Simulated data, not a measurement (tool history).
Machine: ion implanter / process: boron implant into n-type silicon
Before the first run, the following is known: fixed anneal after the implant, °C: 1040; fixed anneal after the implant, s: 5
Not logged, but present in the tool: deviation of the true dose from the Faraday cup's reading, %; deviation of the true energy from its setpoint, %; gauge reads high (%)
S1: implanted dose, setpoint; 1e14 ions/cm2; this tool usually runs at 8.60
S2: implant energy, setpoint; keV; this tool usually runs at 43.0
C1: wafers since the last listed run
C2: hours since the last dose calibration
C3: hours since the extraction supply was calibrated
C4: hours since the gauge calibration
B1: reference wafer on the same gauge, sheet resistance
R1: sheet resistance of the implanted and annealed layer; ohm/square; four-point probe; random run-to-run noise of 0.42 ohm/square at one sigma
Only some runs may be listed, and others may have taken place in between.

run,hour,S1,S2,C1,C2,C3,C4,B1,R1
1,0.0,8.60,43.0,0,503.2,3000.2,634.4,142.82,134.76
2,56.5,8.60,43.0,1586,559.7,3056.7,690.9,142.72,134.06
3,101.6,8.60,43.0,1266,604.8,3101.8,736.0,142.90,134.96
4,189.3,8.60,43.0,2463,692.5,3189.5,823.7,143.20,134.77
5,259.6,8.60,43.0,1974,762.8,3259.8,894.0,143.00,134.33
6,322.8,8.60,43.0,1775,826.0,3323.0,957.2,143.05,134.41
7,382.0,8.60,43.0,1662,885.2,3382.2,1016.4,143.15,135.15
8,430.9,6.67,43.0,1373,934.1,3431.1,1065.3,143.03,165.49
# hour 467.9: Faraday cup replaced and dose calibrated
9,481.0,8.60,32.5,1182,13.1,3481.2,1115.4,143.06,137.37
10,521.4,8.60,32.5,1134,53.5,3521.6,1155.8,143.00,137.52
11,549.0,8.60,43.0,775,81.1,3549.2,1183.4,142.92,135.02
12,590.5,7.43,43.0,1165,122.6,3590.7,1224.9,143.20,152.01
13,630.0,8.60,43.0,1109,162.1,3630.2,1264.4,143.16,134.40
# hour 673.3: extraction supply calibrated
14,686.8,7.47,49.0,1370,218.9,13.5,1321.2,142.79,148.56
# hour 721.2: gauge calibrated
15,728.0,8.60,28.5,1157,260.1,54.7,6.8,142.87,138.33
16,756.8,8.60,43.0,808,288.9,83.5,35.6,142.96,134.83
17,812.9,8.60,43.0,1575,345.0,139.6,91.7,142.92,134.01
18,846.7,11.00,53.5,949,378.8,173.4,125.5,143.05,108.43
19,876.2,9.94,36.0,828,408.3,202.9,155.0,143.09,120.50
20,920.6,8.60,43.0,1247,452.7,247.3,199.4,143.32,134.71
21,987.5,8.60,31.5,1878,519.6,314.2,266.3,142.91,136.73
22,1059.1,7.83,35.5,2010,591.2,385.8,337.9,143.08,147.50

Predict each of these 3 candidate next runs independently; none follows another, all start after run 22:
A,1059.5,8.60,36.0,11,591.6,386.2,338.3,?,?
B,1059.5,7.35,33.0,11,591.6,386.2,338.3,?,?
C,1059.5,7.71,50.5,11,591.6,386.2,338.3,?,?

run,B1,R1
A,142.85,136.51
B,142.85,156.59
C,142.85,145.36
Without the tool's unlogged condition, the same runs would have read:
run,R1
A,136.51
B,156.59
C,145.36
